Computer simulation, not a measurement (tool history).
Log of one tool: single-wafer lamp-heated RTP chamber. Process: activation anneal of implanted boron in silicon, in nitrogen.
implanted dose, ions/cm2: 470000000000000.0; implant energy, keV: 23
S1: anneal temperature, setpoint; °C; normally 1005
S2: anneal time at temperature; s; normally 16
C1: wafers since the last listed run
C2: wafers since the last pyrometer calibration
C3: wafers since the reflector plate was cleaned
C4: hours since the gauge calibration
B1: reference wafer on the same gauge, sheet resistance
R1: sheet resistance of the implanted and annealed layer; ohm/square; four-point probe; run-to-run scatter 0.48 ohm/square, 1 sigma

{"run": 1, "hour": 0.0, "S1": 1005, "S2": 18, "C1": 0, "C2": 3507, "C3": 4345, "C4": 244.9, "B1": 229.12, "R1": 219.69}
{"run": 2, "hour": 30.9, "S1": 988, "S2": 16, "C1": 251, "C2": 3758, "C3": 4596, "C4": 275.8, "B1": 228.96, "R1": 226.4}
{"run": 3, "hour": 84.6, "S1": 1005, "S2": 16, "C1": 436, "C2": 4194, "C3": 5032, "C4": 329.5, "B1": 229.02, "R1": 220.08}
{"hour": 131.8, "done": "pyrometer window cleaned and pyrometer calibrated"}
{"run": 4, "hour": 153.3, "S1": 1005, "S2": 16, "C1": 493, "C2": 174, "C3": 5525, "C4": 398.2, "B1": 229.05, "R1": 220.91}
{"run": 5, "hour": 209.8, "S1": 1015, "S2": 16, "C1": 459, "C2": 633, "C3": 5984, "C4": 454.7, "B1": 228.79, "R1": 218.17}
{"run": 6, "hour": 264.9, "S1": 1015, "S2": 16, "C1": 447, "C2": 1081, "C3": 6432, "C4": 509.8, "B1": 229.0, "R1": 218.66}
{"run": 7, "hour": 397.3, "S1": 1021, "S2": 16, "C1": 1075, "C2": 2157, "C3": 7508, "C4": 642.2, "B1": 229.16, "R1": 218.13}
{"run": 8, "hour": 445.4, "S1": 1005, "S2": 16, "C1": 390, "C2": 2547, "C3": 7899, "C4": 690.3, "B1": 228.89, "R1": 220.8}
{"hour": 486.7, "done": "reflector plate cleaned"}
{"run": 9, "hour": 498.8, "S1": 1005, "S2": 16, "C1": 368, "C2": 2916, "C3": 98, "C4": 743.7, "B1": 228.78, "R1": 222.28}
{"run": 10, "hour": 527.3, "S1": 985, "S2": 16, "C1": 231, "C2": 3148, "C3": 329, "C4": 772.2, "B1": 229.0, "R1": 231.15}
{"hour": 573.0, "done": "pyrometer window cleaned and pyrometer calibrated"}
{"run": 11, "hour": 588.8, "S1": 975, "S2": 10, "C1": 434, "C2": 128, "C3": 764, "C4": 833.7, "B1": 229.09, "R1": 243.84}
{"run": 12, "hour": 657.3, "S1": 1005, "S2": 16, "C1": 556, "C2": 684, "C3": 1320, "C4": 902.2, "B1": 228.94, "R1": 220.7}
{"run": 13, "hour": 705.9, "S1": 1005, "S2": 16, "C1": 394, "C2": 1079, "C3": 1715, "C4": 950.8, "B1": 229.36, "R1": 221.06}
{"hour": 753.8, "done": "gauge calibrated"}
{"run": 14, "hour": 771.3, "S1": 1005, "S2": 16, "C1": 531, "C2": 1610, "C3": 2247, "C4": 17.5, "B1": 229.02, "R1": 221.05}
{"run": 15, "hour": 811.6, "S1": 984, "S2": 25, "C1": 327, "C2": 1938, "C3": 2574, "C4": 57.8, "B1": 228.82, "R1": 226.64}
{"run": 16, "hour": 880.0, "S1": 996, "S2": 21, "C1": 555, "C2": 2493, "C3": 3130, "C4": 126.2, "B1": 229.08, "R1": 221.36}
{"run": 17, "hour": 947.1, "S1": 982, "S2": 19, "C1": 545, "C2": 3039, "C3": 3675, "C4": 193.3, "B1": 229.15, "R1": 227.62}
{"run": 18, "hour": 989.1, "S1": 1005, "S2": 16, "C1": 341, "C2": 3380, "C3": 4016, "C4": 235.3, "B1": 228.86, "R1": 220.66}

3 ways to go on from here, each from the tool as it stands after run 18. What would each give?
{"run": "A", "hour": 989.5, "S1": 1005, "S2": 13, "C1": 3, "C2": 3383, "C3": 4019, "C4": 235.7, "B1": "?", "R1": "?"}
{"run": "B", "hour": 989.5, "S1": 1019, "S2": 16, "C1": 3, "C2": 3383, "C3": 4019, "C4": 235.7, "B1": "?", "R1": "?"}
{"run": "C", "hour": 989.5, "S1": 1034, "S2": 11, "C1": 3, "C2": 3383, "C3": 4019, "C4": 235.7, "B1": "?", "R1": "?"}

run=A B1=228.88 R1=220.67
run=B B1=228.88 R1=217.82
run=C B1=228.88 R1=217.06
Had the tool no hidden state, the same runs would have come out as:
run=A R1=222.52
run=B R1=218.80
run=C R1=217.69

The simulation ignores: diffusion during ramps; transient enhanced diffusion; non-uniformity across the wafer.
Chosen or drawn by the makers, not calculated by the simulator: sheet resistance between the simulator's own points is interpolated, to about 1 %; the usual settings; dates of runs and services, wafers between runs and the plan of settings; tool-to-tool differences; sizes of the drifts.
